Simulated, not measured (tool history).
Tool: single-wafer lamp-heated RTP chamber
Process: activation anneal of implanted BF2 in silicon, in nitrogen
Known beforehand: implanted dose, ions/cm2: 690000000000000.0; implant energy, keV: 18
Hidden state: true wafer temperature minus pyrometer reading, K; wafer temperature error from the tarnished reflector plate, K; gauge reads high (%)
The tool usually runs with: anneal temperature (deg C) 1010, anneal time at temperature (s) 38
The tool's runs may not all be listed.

run	hour	anneal temperature (deg C)	anneal time at temperature (s)	wafers since the last listed run	wafers since the last pyrometer calibration	wafers since the reflector plate was cleaned	hours since the gauge calibration	read-back reference wafer on the same gauge, sheet resistance	sheet resistance of the implanted and annealed layer (ohm/square)
1	0.0	1010	31	0	1080	1774	675.4	188.02	210.44
2	102.7	1010	38	1505	2586	3280	778.1	188.08	202.01
3	165.4	1010	38	919	3505	4199	840.8	188.00	200.93
# hour 214.2: reflector plate cleaned
4	272.7	1010	38	1455	4961	858	948.1	188.26	198.57
# hour 315.8: pyrometer window cleaned and pyrometer calibrated
5	335.7	1025	38	806	292	1664	1011.1	188.03	196.01
6	435.4	1025	38	1461	1754	3126	1110.8	188.11	194.51
7	481.1	992	38	670	2424	3796	1156.5	188.06	218.05
8	538.7	992	38	844	3268	4640	1214.1	187.94	216.42
9	587.1	1010	38	709	3978	5350	1262.5	187.92	198.45
# hour 601.0: gauge calibrated
# hour 611.2: reflector plate cleaned
# hour 753.0: pyrometer window cleaned and pyrometer calibrated
10	786.2	1010	38	2684	486	2448	185.2	187.84	202.69
11	876.7	1010	38	1326	1813	3775	275.7	187.75	202.35
# hour 922.2: reflector plate cleaned
12	974.9	1010	60	1322	3135	773	373.9	187.95	194.75
13	1040.2	1027	52	957	4093	1730	439.2	188.10	186.23
14	1109.6	1037	38	1017	5110	2748	508.6	187.85	185.60
# hour 1155.8: pyrometer window cleaned and pyrometer calibrated
15	1203.4	1010	38	1257	697	4006	602.4	187.87	202.89
# hour 1238.0: reflector plate cleaned
16	1303.7	1010	30	1353	2050	963	702.7	187.92	208.62
17	1377.2	1025	38	1077	3128	2040	776.2	188.09	193.67
18	1426.5	1010	38	722	3851	2763	825.5	187.94	200.02
19	1493.0	999	59	974	4826	3738	892.0	187.79	196.64
# hour 1538.2: pyrometer window cleaned and pyrometer calibrated
20	1571.2	1002	55	1029	483	4767	970.2	187.93	202.24
# hour 1606.1: reflector plate cleaned
21	1652.4	1036	60	1073	1556	679	1051.4	188.02	182.14
22	1718.1	1010	38	963	2520	1642	1117.1	188.08	204.04
23	1766.9	1010	16	715	3235	2358	1165.9	188.00	218.30

5 options for the next run, each taken on its own from the tool as it stands now. Forecast them:
A	1767.3	1010	38	5	3241	2363	1166.3	?	?
B	1767.3	1026	38	5	3241	2363	1166.3	?	?
C	1767.3	1027	15	5	3241	2363	1166.3	?	?
D	1767.3	999	38	5	3241	2363	1166.3	?	?
E	1767.3	981	38	5	3241	2363	1166.3	?	?

run	read-back reference wafer on the same gauge, sheet resistance	sheet resistance of the implanted and annealed layer (ohm/square)
A	187.87	202.13
B	187.87	192.51
C	187.87	207.62
D	187.87	211.08
E	187.87	229.27
With no hidden state in the tool, these same runs would have given:
run	sheet resistance of the implanted and annealed layer (ohm/square)
A	206.61
B	195.57
C	211.80
D	216.50
E	235.98

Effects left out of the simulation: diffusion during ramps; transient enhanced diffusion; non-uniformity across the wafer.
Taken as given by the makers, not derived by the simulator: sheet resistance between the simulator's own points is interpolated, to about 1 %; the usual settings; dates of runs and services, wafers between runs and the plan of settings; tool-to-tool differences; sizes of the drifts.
